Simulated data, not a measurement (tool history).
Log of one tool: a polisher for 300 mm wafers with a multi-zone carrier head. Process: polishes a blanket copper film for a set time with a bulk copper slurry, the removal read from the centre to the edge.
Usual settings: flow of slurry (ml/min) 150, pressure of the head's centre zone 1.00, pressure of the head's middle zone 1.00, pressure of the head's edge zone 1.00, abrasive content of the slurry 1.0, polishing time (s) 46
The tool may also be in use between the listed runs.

| run | hour | flow of slurry (ml/min) | pressure of the head's centre zone | pressure of the head's middle zone | pressure of the head's edge zone | abrasive content of the slurry | polishing time (s) | wafers since the last listed run | wafers polished on this pad | hours since the slurry nozzle was cleaned | hours since the centre zone pressure was calibrated | hours since the edge zone pressure was calibrated | hours since the carrier head's membrane was replaced | incoming thickness of the incoming film, nm | film removed at the wafer's centre (nm) | film removed at mid-radius (nm) | film removed at the wafer's edge (nm) |
|---|---|---|---|---|---|---|---|---|---|---|---|---|---|---|---|---|---|
| 1 | 0.0 | 150 | 1.00 | 0.97 | 1.00 | 1.0 | 46 | 0 | 618 | 334.4 | 748.5 | 217.1 | 1012.1 | 3061.7 | 405.0 | 388.8 | 429.5 |
| 2 | 33.9 | 150 | 1.00 | 0.97 | 1.00 | 1.0 | 46 | 299 | 918 | 368.3 | 782.4 | 251.0 | 1046.0 | 3023.6 | 399.6 | 386.1 | 411.8 |
| 3 | 40.6 | 150 | 1.00 | 0.97 | 1.00 | 1.0 | 46 | 59 | 977 | 375.0 | 789.1 | 257.7 | 1052.7 | 2998.6 | 401.9 | 395.9 | 420.1 |
| 4 | 58.3 | 150 | 1.00 | 1.08 | 1.00 | 1.0 | 46 | 156 | 1134 | 392.7 | 806.8 | 275.4 | 1070.4 | 3079.2 | 400.4 | 423.7 | 412.4 |
| 5 | 64.9 | 135 | 1.00 | 1.00 | 1.00 | 1.0 | 46 | 58 | 1192 | 399.3 | 813.4 | 282.0 | 1077.0 | 3025.1 | 388.5 | 393.5 | 407.4 |
|  | 71.7 | worn pad replaced by a new one |
| 6 | 77.5 | 135 | 1.00 | 1.00 | 1.00 | 1.0 | 46 | 76 | 51 | 411.9 | 826.0 | 294.6 | 1089.6 | 3086.6 | 415.7 | 408.7 | 426.8 |
| 7 | 90.0 | 150 | 1.00 | 1.00 | 1.00 | 1.0 | 46 | 110 | 162 | 424.4 | 838.5 | 307.1 | 1102.1 | 3019.2 | 424.0 | 413.8 | 434.1 |
| 8 | 107.4 | 150 | 1.00 | 1.00 | 1.00 | 1.0 | 46 | 153 | 315 | 441.8 | 855.9 | 324.5 | 1119.5 | 3056.6 | 419.7 | 400.7 | 427.1 |
| 9 | 123.3 | 150 | 1.00 | 1.00 | 1.00 | 1.0 | 46 | 140 | 456 | 457.7 | 871.8 | 340.4 | 1135.4 | 3035.0 | 410.6 | 413.9 | 428.7 |
| 10 | 137.9 | 135 | 1.00 | 1.00 | 1.00 | 1.0 | 46 | 129 | 585 | 472.3 | 886.4 | 355.0 | 1150.0 | 3092.6 | 404.0 | 396.1 | 417.6 |
|  | 143.4 | slurry nozzle cleaned |
|  | 183.6 | edge zone pressure recalibrated |
|  | 186.3 | carrier head's membrane replaced by a new one |
|  | 186.9 | centre zone pressure recalibrated |
| 11 | 187.4 | 105 | 0.91 | 1.00 | 1.00 | 1.1 | 60 | 382 | 967 | 44.0 | 0.5 | 3.8 | 1.1 | 3007.2 | 453.4 | 501.6 | 524.0 |
| 12 | 196.3 | 150 | 1.10 | 1.11 | 1.00 | 1.0 | 46 | 78 | 1046 | 52.9 | 9.4 | 12.7 | 10.0 | 3019.3 | 450.1 | 431.5 | 417.1 |
| 13 | 206.8 | 150 | 1.00 | 1.00 | 1.00 | 1.0 | 46 | 92 | 1139 | 63.4 | 19.9 | 23.2 | 20.5 | 3022.8 | 400.8 | 395.2 | 413.6 |
|  | 218.3 | worn pad replaced by a new one |
| 14 | 218.8 | 150 | 1.11 | 1.08 | 1.12 | 1.0 | 58 | 70 | 4 | 75.4 | 31.9 | 35.2 | 32.5 | 3015.1 | 583.3 | 553.4 | 574.2 |
| 15 | 231.0 | 150 | 1.08 | 1.10 | 1.00 | 1.0 | 46 | 107 | 112 | 87.6 | 44.1 | 47.4 | 44.7 | 3022.5 | 459.4 | 436.1 | 431.9 |
| 16 | 243.2 | 150 | 1.00 | 1.00 | 1.00 | 1.2 | 46 | 107 | 219 | 99.8 | 56.3 | 59.6 | 56.9 | 3042.2 | 427.9 | 441.6 | 450.1 |
| 17 | 260.1 | 195 | 1.00 | 0.89 | 1.00 | 1.0 | 46 | 149 | 369 | 116.7 | 73.2 | 76.5 | 73.8 | 3020.4 | 435.8 | 390.2 | 441.3 |

The next listed run, before its measurement:
| 18 | 273.0 | 200 | 1.05 | 0.89 | 0.92 | 1.0 | 46 | 114 | 483 | 129.6 | 86.1 | 89.4 | 86.7 | 3090.5 | ? | ? | ? |

film removed at the wafer's centre (nm): 459.7
film removed at mid-radius (nm): 383.8
film removed at the wafer's edge (nm): 425.9
Without the tool's hidden state the same run would have given film removed at the wafer's centre (nm) 468.9, film removed at mid-radius (nm) 391.5, film removed at the wafer's edge (nm) 434.5.
